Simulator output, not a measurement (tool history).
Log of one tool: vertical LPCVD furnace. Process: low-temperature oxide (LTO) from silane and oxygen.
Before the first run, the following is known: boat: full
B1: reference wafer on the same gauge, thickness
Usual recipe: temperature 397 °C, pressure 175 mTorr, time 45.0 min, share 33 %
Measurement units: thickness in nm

Run 1, day 0.000: usual settings but pressure 165 mTorr, time 56.0 min; B1 231.08. Result: thickness 302.12 nm.
Run 2, day 2.554: usual settings but pressure 145 mTorr; B1 230.73. Result: thickness 212.60 nm.
Run 3, day 4.450: usual settings but pressure 145 mTorr; B1 230.73. Result: thickness 213.91 nm.
Run 4, day 8.850: usual settings but pressure 145 mTorr; B1 231.23. Result: thickness 214.87 nm.
At day 18.033: silane flow controller replaced.
At day 18.817: gauge calibrated.
Run 5, day 20.908: usual settings; B1 231.07. Result: thickness 268.88 nm.
Run 6, day 22.908: usual settings; B1 231.02. Result: thickness 267.07 nm.
Run 7, day 25.162: usual settings; B1 231.09. Result: thickness 266.68 nm.
Run 8, day 27.504: usual settings but time 54.0 min; B1 231.02. Result: thickness 322.15 nm.
At day 28.850: thermocouples replaced and temperature profile calibrated.
Run 9, day 29.242: usual settings but time 54.0 min; B1 230.72. Result: thickness 306.09 nm.
Run 10, day 33.483: usual settings but time 54.0 min; B1 231.22. Result: thickness 305.02 nm.
At day 36.521: pressure gauge zeroed.
Run 11, day 36.542: usual settings; B1 230.83. Result: thickness 255.52 nm.
Run 12, day 38.288: usual settings; B1 231.09. Result: thickness 256.39 nm.
Run 13, day 42.254: usual settings; B1 230.91. Result: thickness 255.47 nm.
Run 14, day 46.350: usual settings but temperature 403 °C, share 29 %; B1 230.87. Result: thickness 227.39 nm.
Run 15, day 57.858: usual settings; B1 231.07. Result: thickness 254.13 nm.
Run 16, day 61.562: usual settings but time 37.0 min; B1 231.15. Result: thickness 210.20 nm.
Run 17, day 63.950: usual settings but share 37 %; B1 231.08. Result: thickness 297.80 nm.
Run 18, day 67.971: usual settings but temperature 403 °C, share 29 %; B1 231.02. Result: thickness 226.79 nm.
Run 19, day 72.238: usual settings but temperature 391 °C, time 51.5 min, share 30 %; B1 231.15. Result: thickness 236.16 nm.
Run 20, day 75.408: usual settings but pressure 150 mTorr; B1 230.95. Result: thickness 218.25 nm.
Run 21, day 78.704: usual settings but temperature 392 °C, time 62.0 min, share 39 %; B1 231.10. Result: thickness 416.42 nm.
Run 22, day 82.692: usual settings but temperature 392 °C, pressure 155 mTorr, share 36 %; B1 230.95. Result: thickness 239.75 nm.
Run 23, day 85.496: usual settings; B1 230.99. Result: thickness 254.37 nm.
Run 24, day 87.188: usual settings but time 33.5 min, share 39 %; B1 230.80. Result: thickness 237.86 nm.
Run 25, day 88.971: usual settings but time 55.0 min, share 29 %; B1 231.11. Result: thickness 260.20 nm.
Run 26, day 91.808: usual settings but time 38.0 min, share 30 %; B1 230.68. Result: thickness 187.54 nm.
Run 27, day 96.108: usual settings but temperature 408 °C, pressure 200 mTorr, time 37.0 min; B1 230.70. Result: thickness 272.94 nm.
Run 28, day 98.983: usual settings; B1 231.06. Result: thickness 257.38 nm.
Run 29, day 101.596: usual settings but pressure 195 mTorr, share 35 %; B1 230.82. Result: thickness 310.84 nm.
Run 30, day 104.046: usual settings but temperature 387 °C, pressure 200 mTorr; B1 230.85. Result: thickness 260.27 nm.
Run 31, day 106.654: usual settings but temperature 393 °C, time 30.0 min, share 40 %; B1 231.16. Result: thickness 210.84 nm.
At day 107.679: silane flow controller replaced.
Run 32, day 109.367: usual settings but temperature 385 °C, share 38 %; B1 231.14. Result: thickness 273.55 nm.

Below are 3 alternative next runs, each starting from the tool's condition after run 32. Predict each:
Run A, day 109.575: usual settings; B1 ?. Result: thickness ?.
Run B, day 109.575: usual settings but share 31 %; B1 ?. Result: thickness ?.
Run C, day 109.575: usual settings but time 35.0 min; B1 ?. Result: thickness ?.

run      B1  thickness
  A  231.00     262.22
  B  231.00     240.02
  C  231.00     203.95
Without the tool's hidden state the same runs would have given:
run  thickness
  A     254.79
  B     233.12
  C     198.17
